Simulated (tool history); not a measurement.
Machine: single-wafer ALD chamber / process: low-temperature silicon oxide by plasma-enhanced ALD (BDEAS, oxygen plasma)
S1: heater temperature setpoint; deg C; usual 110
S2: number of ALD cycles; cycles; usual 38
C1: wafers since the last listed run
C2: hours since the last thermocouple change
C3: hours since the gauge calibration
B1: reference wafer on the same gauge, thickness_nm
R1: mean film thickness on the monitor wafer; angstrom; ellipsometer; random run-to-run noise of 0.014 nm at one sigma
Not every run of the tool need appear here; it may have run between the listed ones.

run,day,S1,S2,C1,C2,C3,B1,R1
1,0.000,110,38,0,1205.9,79.1,4.961,54.58
2,2.538,110,35,412,1266.8,140.0,4.957,50.18
3,5.517,110,35,483,1338.3,211.5,4.956,50.01
4,7.604,110,35,339,1388.4,261.6,4.958,50.23
5,9.267,121,35,270,1428.3,301.5,4.962,48.91
6,10.312,121,35,169,1453.4,326.6,4.956,48.94
7,12.850,121,35,412,1514.3,387.5,4.964,49.04
8,14.571,110,38,279,1555.6,428.8,4.957,54.37
9,16.900,103,38,378,1611.5,484.7,4.956,55.21
10,19.175,103,38,369,1666.1,539.3,4.960,55.15
11,21.308,103,38,346,1717.3,590.5,4.959,55.14
12,24.088,115,38,451,1784.0,657.2,4.961,54.14
13,25.875,118,42,290,1826.9,700.1,4.956,59.06
14,27.688,98,35,294,1870.4,743.6,4.963,51.71
# day 28.671: gauge calibrated
15,29.204,101,41,246,1906.8,12.8,4.959,59.77
16,30.438,110,38,200,1936.4,42.4,4.962,54.20
17,31.596,120,38,188,1964.2,70.2,4.960,53.15
18,34.117,121,32,409,2024.7,130.7,4.958,44.92
19,36.538,101,38,393,2082.8,188.8,4.960,55.49
# day 38.742: thermocouple changed; heater temperature recalibrated
20,39.512,110,38,429,18.5,260.2,4.962,54.40
21,41.004,117,38,242,54.3,296.0,4.960,53.51
22,42.392,110,38,225,87.6,329.3,4.961,54.43
23,44.346,110,38,317,134.5,376.2,4.961,54.34
24,45.871,121,32,247,171.1,412.8,4.960,44.82
25,48.500,110,31,427,234.2,475.9,4.961,44.15

Branching from run 25: 5 alternative next runs. What would each branch give?
A,48.521,116,38,3,234.7,476.4,?,?
B,48.521,96,33,3,234.7,476.4,?,?
C,48.521,103,35,3,234.7,476.4,?,?
D,48.521,106,38,3,234.7,476.4,?,?
E,48.521,124,44,3,234.7,476.4,?,?

run,B1,R1
A,4.959,53.77
B,4.959,49.20
C,4.959,50.89
D,4.959,54.91
E,4.959,61.20
Without the tool's unlogged condition, the same runs would have read:
run,R1
A,53.77
B,49.20
C,50.89
D,54.91
E,61.20
